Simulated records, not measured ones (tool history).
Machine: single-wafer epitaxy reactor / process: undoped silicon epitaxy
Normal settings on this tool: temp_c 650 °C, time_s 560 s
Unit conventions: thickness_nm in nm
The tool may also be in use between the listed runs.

run,hour,temp_c,time_s,"read-back reference wafer on the same gauge, thickness_nm",thickness_nm
1,0.0,650,560,93.983,87.526
2,12.0,660,560,93.999,106.445
# hour 22.3: gauge calibrated
3,24.6,660,560,93.970,105.961
4,48.5,660,560,93.970,105.696
5,61.9,650,560,93.983,87.688
6,158.1,650,560,94.159,87.435
7,177.1,650,560,94.037,87.011
8,209.2,650,560,93.916,87.496
9,234.4,650,560,93.929,87.174
10,269.3,650,512,93.855,79.652
11,312.0,650,512,94.044,79.560
12,334.2,650,516,94.034,80.218
13,353.5,650,516,94.106,80.069
14,375.5,650,516,93.916,79.943
15,397.8,650,560,94.023,87.142
16,433.7,650,560,93.890,87.170
17,465.2,650,560,93.977,87.270
18,497.3,650,560,94.055,87.052
# hour 528.4: pyrometer calibrated
19,528.9,650,560,94.014,91.311
20,538.5,650,631,93.977,102.840
21,559.2,650,631,93.862,102.732
22,575.1,650,560,93.955,91.161
23,610.4,645,632,93.920,92.958
24,644.5,650,601,94.011,97.963
25,668.4,637,625,94.042,78.964
26,700.7,642,484,93.951,67.135
27,713.6,657,631,93.936,117.318
28,734.3,642,667,93.976,93.002
29,753.3,650,494,94.036,80.262
30,768.4,650,560,94.054,91.034
# hour 776.9: gauge calibrated
31,788.1,646,483,93.948,72.633
32,815.6,635,518,93.955,62.821

Run 33, settings as shown, results not yet in. Your forecast:
33,850.9,650,631,?,?

Run 33 measured read-back reference wafer on the same gauge, thickness_nm 94.051, thickness_nm 102.155 nm.
The same run, on a tool lacking any hidden state, would have yielded thickness_nm 102.039 nm.

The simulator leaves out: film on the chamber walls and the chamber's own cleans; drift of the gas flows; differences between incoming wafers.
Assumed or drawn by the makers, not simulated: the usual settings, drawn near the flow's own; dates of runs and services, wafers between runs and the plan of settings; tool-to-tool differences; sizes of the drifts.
